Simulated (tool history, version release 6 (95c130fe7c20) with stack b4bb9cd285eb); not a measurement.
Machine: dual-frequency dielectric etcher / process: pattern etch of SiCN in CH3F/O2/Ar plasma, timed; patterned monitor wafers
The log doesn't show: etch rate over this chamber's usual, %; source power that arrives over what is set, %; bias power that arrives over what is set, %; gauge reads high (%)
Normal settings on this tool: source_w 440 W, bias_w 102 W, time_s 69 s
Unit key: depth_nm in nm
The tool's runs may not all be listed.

| run | hour | source_w | bias_w | time_s | wafers since the last listed run | hours since the last wet clean | hours since the last source power generator calibration | hours since the last bias power generator calibration | hours since the last upper electrode change | hours since the gauge calibration | read-back reference wafer on the same gauge, depth_nm | depth_nm |
|---|---|---|---|---|---|---|---|---|---|---|---|---|
| 1 | 0 | 440 | 102 | 69 | 0 | 359 | 1680.3 | 1954.9 | 4150.8 | 284.1 | 24.91 | 27.17 |
| 2 | 65.9 | 440 | 102 | 69 | 955 | 424.9 | 1746.2 | 2020.8 | 4216.7 | 350 | 24.9 | 27.08 |
| 3 | 98.7 | 440 | 102 | 69 | 475 | 457.7 | 1779 | 2053.6 | 4249.5 | 382.8 | 24.89 | 26.95 |
|  | 157.7 | wet clean of the chamber |
| 4 | 158.2 | 440 | 102 | 69 | 514 | 0.5 | 1838.5 | 2113.1 | 4309 | 442.3 | 24.91 | 27.41 |
| 5 | 168.8 | 440 | 102 | 69 | 153 | 11.1 | 1849.1 | 2123.7 | 4319.6 | 452.9 | 24.87 | 27.37 |
| 6 | 204.7 | 440 | 102 | 69 | 520 | 47 | 1885 | 2159.6 | 4355.5 | 488.8 | 24.92 | 27.38 |
| 7 | 245.2 | 440 | 102 | 73 | 587 | 87.5 | 1925.5 | 2200.1 | 4396 | 529.3 | 24.93 | 28.94 |
| 8 | 293.7 | 440 | 102 | 73 | 703 | 136 | 1974 | 2248.6 | 4444.5 | 577.8 | 24.91 | 28.87 |
| 9 | 344.6 | 440 | 102 | 57.5 | 738 | 186.9 | 2024.9 | 2299.5 | 4495.4 | 628.7 | 24.9 | 22.77 |
| 10 | 378.1 | 440 | 102 | 69 | 485 | 220.4 | 2058.4 | 2333 | 4528.9 | 662.2 | 24.91 | 27.21 |
|  | 402.6 | source power generator calibrated |
|  | 439.7 | upper electrode replaced |
| 11 | 440.2 | 440 | 102 | 69 | 494 | 282.5 | 37.6 | 2395.1 | 0.5 | 724.3 | 24.89 | 27.39 |
| 12 | 467.8 | 360 | 95 | 69 | 400 | 310.1 | 65.2 | 2422.7 | 28.1 | 751.9 | 24.9 | 25.26 |
| 13 | 505.5 | 360 | 95 | 69 | 546 | 347.8 | 102.9 | 2460.4 | 65.8 | 789.6 | 24.89 | 25.19 |
| 14 | 532 | 360 | 95 | 69 | 384 | 374.3 | 129.4 | 2486.9 | 92.3 | 816.1 | 24.9 | 25.13 |
| 15 | 580.8 | 440 | 102 | 69 | 707 | 423.1 | 178.2 | 2535.7 | 141.1 | 864.9 | 24.92 | 27.24 |
| 16 | 614.4 | 440 | 102 | 69 | 487 | 456.7 | 211.8 | 2569.3 | 174.7 | 898.5 | 24.9 | 27.13 |
| 17 | 652.8 | 440 | 87 | 60.5 | 556 | 495.1 | 250.2 | 2607.7 | 213.1 | 936.9 | 24.9 | 22.45 |
|  | 727 | wet clean of the chamber |
| 18 | 727.5 | 440 | 102 | 69 | 735 | 0.5 | 324.9 | 2682.4 | 287.8 | 1011.6 | 24.89 | 27.7 |
| 19 | 765.5 | 330 | 102 | 84.5 | 551 | 38.5 | 362.9 | 2720.4 | 325.8 | 1049.6 | 24.89 | 31.34 |
| 20 | 802.1 | 490 | 109 | 69 | 530 | 75.1 | 399.5 | 2757 | 362.4 | 1086.2 | 24.88 | 29.2 |
| 21 | 863.8 | 400 | 119 | 61.5 | 894 | 136.8 | 461.2 | 2818.7 | 424.1 | 1147.9 | 24.91 | 25.35 |
| 22 | 915.8 | 380 | 114 | 83.5 | 754 | 188.8 | 513.2 | 2870.7 | 476.1 | 1199.9 | 24.9 | 33.17 |
| 23 | 959.2 | 400 | 116 | 77 | 629 | 232.2 | 556.6 | 2914.1 | 519.5 | 1243.3 | 24.89 | 31.15 |
|  | 1016.4 | gauge calibrated |
|  | 1024.6 | bias power generator calibrated |
| 24 | 1025.1 | 440 | 102 | 69 | 897 | 298.1 | 622.5 | 0.5 | 585.4 | 8.7 | 24.88 | 27.31 |
| 25 | 1070.1 | 440 | 82 | 69 | 652 | 343.1 | 667.5 | 45.5 | 630.4 | 53.7 | 24.88 | 25.27 |
| 26 | 1116.6 | 440 | 102 | 55 | 674 | 389.6 | 714 | 92 | 676.9 | 100.2 | 24.89 | 21.72 |
| 27 | 1156.1 | 440 | 102 | 80.5 | 572 | 429.1 | 753.5 | 131.5 | 716.4 | 139.7 | 24.89 | 31.7 |
|  | 1203.2 | wet clean of the chamber |
| 28 | 1225.9 | 440 | 91 | 56 | 664 | 22.7 | 823.3 | 201.3 | 786.2 | 209.5 | 24.9 | 21.58 |
| 29 | 1282.3 | 440 | 102 | 69 | 817 | 79.1 | 879.7 | 257.7 | 842.6 | 265.9 | 24.9 | 27.58 |
| 30 | 1314.5 | 500 | 102 | 69 | 467 | 111.3 | 911.9 | 289.9 | 874.8 | 298.1 | 24.89 | 28.54 |

For each entry between runs, how does the tool's hidden state at the last listed run before it compare with that at the first listed run after it?
After run 3, before run 4: wet clean of the chamber (hour 157.7)
  etch rate over this chamber's usual, %: -1.87 -> -0.358; source power that arrives over what is set, %: -3.94 -> -4.07
  what was measured, less what the result would be without the hidden state, depth_nm: -0.82 -> -0.42 nm
After run 10, before run 11: source power generator calibrated (hour 402.6); upper electrode replaced (hour 439.7)
  etch rate over this chamber's usual, %: -1.31 -> -1.58; source power that arrives over what is set, %: -4.57 -> -0.442
  what was measured, less what the result would be without the hidden state, depth_nm: -0.73 -> -0.48 nm
After run 17, before run 18: wet clean of the chamber (hour 727)
  etch rate over this chamber's usual, %: -2.51 -> -0.283; source power that arrives over what is set, %: -0.921 -> -1.09
  what was measured, less what the result would be without the hidden state, depth_nm: -0.63 -> -0.17 nm
After run 23, before run 24: gauge calibrated (hour 1016.4); bias power generator calibrated (hour 1024.6)
  etch rate over this chamber's usual, %: -1.29 -> -1.58; source power that arrives over what is set, %: -1.61 -> -1.76
  what was measured, less what the result would be without the hidden state, depth_nm: -0.55 -> -0.58 nm
After run 27, before run 28: wet clean of the chamber (hour 1203.2)
  etch rate over this chamber's usual, %: -2.15 -> -0.304; source power that arrives over what is set, %: -2.05 -> -2.21
  what was measured, less what the result would be without the hidden state, depth_nm: -0.89 -> -0.2 nm
